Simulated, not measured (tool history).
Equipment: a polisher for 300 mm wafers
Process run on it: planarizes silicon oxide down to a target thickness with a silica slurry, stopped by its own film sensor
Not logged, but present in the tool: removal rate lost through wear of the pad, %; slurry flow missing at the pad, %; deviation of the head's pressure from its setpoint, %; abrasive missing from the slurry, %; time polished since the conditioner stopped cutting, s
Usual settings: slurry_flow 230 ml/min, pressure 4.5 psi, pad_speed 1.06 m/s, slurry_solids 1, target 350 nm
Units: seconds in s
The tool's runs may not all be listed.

run	hour	slurry_flow	pressure	pad_speed	slurry_solids	target	wafers since the last listed run	wafers polished on this pad	hours since the slurry nozzle was cleaned	hours since the head pressure was calibrated	hours since the slurry blender was calibrated	hours since the conditioning disc was replaced	incoming thickness of the incoming film, nm	seconds
1	0	230	4.5	0.8	1	350	0	569	213.4	225.7	99.9	168.1	616.2	109.3
2	13.9	230	4.5	1.06	1	350	95	665	227.3	239.6	113.8	182	610.8	87.1
# hour 64.2: slurry blender recalibrated
3	66	230	4.5	1.06	1	350	345	1010	279.4	291.7	1.8	234.1	615.6	91.2
4	87.6	230	4.5	1.06	1	350	148	1159	301	313.3	23.4	255.7	621.4	94.4
# hour 112.1: worn pad replaced by a new one
5	113.9	230	4.5	1.32	1	350	153	12	327.3	339.6	49.7	282	624.2	82.1
6	127.2	230	4.5	1.06	1	350	91	103	340.6	352.9	63	295.3	626.1	97.7
7	140.3	230	4.5	1.06	1	350	90	194	353.7	366	76.1	308.4	611.9	90.8
8	202.6	230	4.5	1.06	1	350	429	623	416	428.3	138.4	370.7	608.8	90.3
9	215.1	165	4.5	1.06	1	267	86	709	428.5	440.8	150.9	383.2	614.3	122.1
# hour 227.2: slurry blender recalibrated
10	241.7	230	4.5	1.06	1	429	169	879	455.1	467.4	14.5	409.8	625.5	67.6
11	260.4	170	3.3	1.06	1.2	398	128	1008	473.8	486.1	33.2	428.5	628.3	90.5
12	274.6	230	4.5	1.06	1	350	97	1106	488	500.3	47.4	442.7	624.6	96.1
# hour 281.1: worn pad replaced by a new one
13	291.7	230	4.5	1.06	1.15	350	90	73	505.1	517.4	64.5	459.8	623.3	86.1
14	315.3	205	5.9	1.28	1	404	162	235	528.7	541	88.1	483.4	624.5	52.9
15	341.1	230	4.5	1.4	1	350	177	413	554.5	566.8	113.9	509.2	620.4	80.9
16	365.4	230	4.5	1.22	0.85	350	167	581	578.8	591.1	138.2	533.5	619.6	99
# hour 383.1: conditioning disc replaced and pad reconditioned
# hour 402.4: slurry blender recalibrated
17	467.9	230	4.5	1.06	1	350	679	1260	681.3	693.6	65.5	84.8	618.3	93.6
# hour 471.4: head pressure recalibrated
# hour 488: worn pad replaced by a new one
18	493.2	230	5.1	1.06	1.2	384	133	35	706.6	21.8	90.8	110.1	615.5	63.9
# hour 507.9: slurry nozzle cleaned
19	517.2	230	4.5	1.06	1	350	158	194	9.3	45.8	114.8	134.1	611.9	90.7
20	546.7	230	3.6	1.06	1	350	203	397	38.8	75.3	144.3	163.6	622.1	114.1
21	574.5	230	4.5	1.06	1	350	191	589	66.6	103.1	172.1	191.4	622.5	93.1
# hour 600.1: slurry blender recalibrated
22	603.9	230	4.5	0.8	1	350	188	778	96	132.5	3.8	220.8	624.3	112.6
23	638.4	230	4.5	1.06	1	350	237	1016	130.5	167	38.3	255.3	613.1	90.5
# hour 660.7: worn pad replaced by a new one
24	661.2	180	3.6	1.18	0.9	350	129	3	153.3	189.8	61.1	278.1	620.2	116.9
25	698.7	230	4.5	1.06	1	350	258	261	190.8	227.3	98.6	315.6	621.9	95.5

How the hidden state differs across the entries between the runs, from the last listed run before each to the first after it:
Between runs 2 and 3: slurry blender recalibrated (hour 64.2)
  the hidden state is the same at both runs
Between runs 4 and 5: worn pad replaced by a new one (hour 112.1)
  the hidden state is the same at both runs
Between runs 9 and 10: slurry blender recalibrated (hour 227.2)
  the hidden state is the same at both runs
Between runs 12 and 13: worn pad replaced by a new one (hour 281.1)
  the hidden state is the same at both runs
Between runs 16 and 17: conditioning disc replaced and pad reconditioned (hour 383.1); slurry blender recalibrated (hour 402.4)
  the hidden state is the same at both runs
Between runs 17 and 18: head pressure recalibrated (hour 471.4); worn pad replaced by a new one (hour 488)
  the hidden state is the same at both runs
Between runs 18 and 19: slurry nozzle cleaned (hour 507.9)
  the hidden state is the same at both runs
Between runs 21 and 22: slurry blender recalibrated (hour 600.1)
  the hidden state is the same at both runs
Between runs 23 and 24: worn pad replaced by a new one (hour 660.7)
  the hidden state is the same at both runs

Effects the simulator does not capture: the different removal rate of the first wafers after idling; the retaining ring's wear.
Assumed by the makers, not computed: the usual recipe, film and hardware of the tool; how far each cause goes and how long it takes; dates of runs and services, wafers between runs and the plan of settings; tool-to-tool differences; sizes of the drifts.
